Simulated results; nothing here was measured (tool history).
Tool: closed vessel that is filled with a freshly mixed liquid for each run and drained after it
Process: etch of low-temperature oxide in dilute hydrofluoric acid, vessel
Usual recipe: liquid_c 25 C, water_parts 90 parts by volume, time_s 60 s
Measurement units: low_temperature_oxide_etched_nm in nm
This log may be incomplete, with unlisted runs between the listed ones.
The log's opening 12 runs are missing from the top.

run	hour	liquid_c	water_parts	time_s	wafers since the last listed run	hours since the thermometer was replaced	hours since the hydrofluoric acid flow meter was replaced	hours since the gauge calibration	read-back film thickness of the low-temperature oxide reference wafer, read on the same gauge (nm)	low_temperature_oxide_etched_nm
13	263.5	22	90	60	921	191.6	2291.9	40.3	70	11.75
14	276.9	22	90	60	900	205	2305.3	53.7	70.01	11.79
15	306.5	22	90	60	1989	234.6	2334.9	83.3	70	11.65
# hour 338.1: hydrofluoric acid flow meter replaced
16	349.8	25	90	60	2843	277.9	11.7	126.6	69.99	13.06
17	385.5	25	90	90	2400	313.6	47.4	162.3	70.03	19.55
18	404.4	25	90	60	1270	332.5	66.3	181.2	70.02	13.07
19	435.9	25	90	60	2117	364	97.8	212.7	70.01	13.09
20	461.9	22	115	45	1747	390	123.8	238.7	70.02	6.48
21	492.2	28	70	80	2036	420.3	154.1	269	70.01	25.84
22	512.8	25	90	60	1384	440.9	174.7	289.6	69.97	12.92
# hour 523.5: thermometer replaced
23	535.7	23	125	30	1472	12.2	197.6	312.5	70.02	4.26
24	560.1	21	90	60	1640	36.6	222	336.9	69.98	11.46
25	584.3	21	105	80	1626	60.8	246.2	361.1	69.98	12.7
26	609.2	25	100	60	1673	85.7	271.1	386	70	11.8
27	623.5	27.5	115	30	961	100	285.4	400.3	70.01	5.57
28	651	25	90	60	1848	127.5	312.9	427.8	70.02	13.21
29	665.2	25	70	35	954	141.7	327.1	442	69.97	10.28
30	680.2	25	120	60	1008	156.7	342.1	457	70.01	9.53
31	695.4	25	90	95	1021	171.9	357.3	472.2	70.01	20.74

Here are 5 independent what-if runs from the current tool condition. What would each one return?
A	696.1	25	90	60	47	172.6	358	472.9	?	?
B	696.1	25	50	60	47	172.6	358	472.9	?	?
C	696.1	27.5	110	60	47	172.6	358	472.9	?	?
D	696.1	25	90	30	47	172.6	358	472.9	?	?
E	696.1	27	90	60	47	172.6	358	472.9	?	?

run	read-back film thickness of the low-temperature oxide reference wafer, read on the same gauge (nm)	low_temperature_oxide_etched_nm
A	69.98	13.28
B	69.98	25.19
C	69.98	11.67
D	69.98	6.64
E	69.98	14.37
Had the tool no hidden state, the same runs would have come out as:
run	low_temperature_oxide_etched_nm
A	13.51
B	25.63
C	11.87
D	6.75
E	14.61

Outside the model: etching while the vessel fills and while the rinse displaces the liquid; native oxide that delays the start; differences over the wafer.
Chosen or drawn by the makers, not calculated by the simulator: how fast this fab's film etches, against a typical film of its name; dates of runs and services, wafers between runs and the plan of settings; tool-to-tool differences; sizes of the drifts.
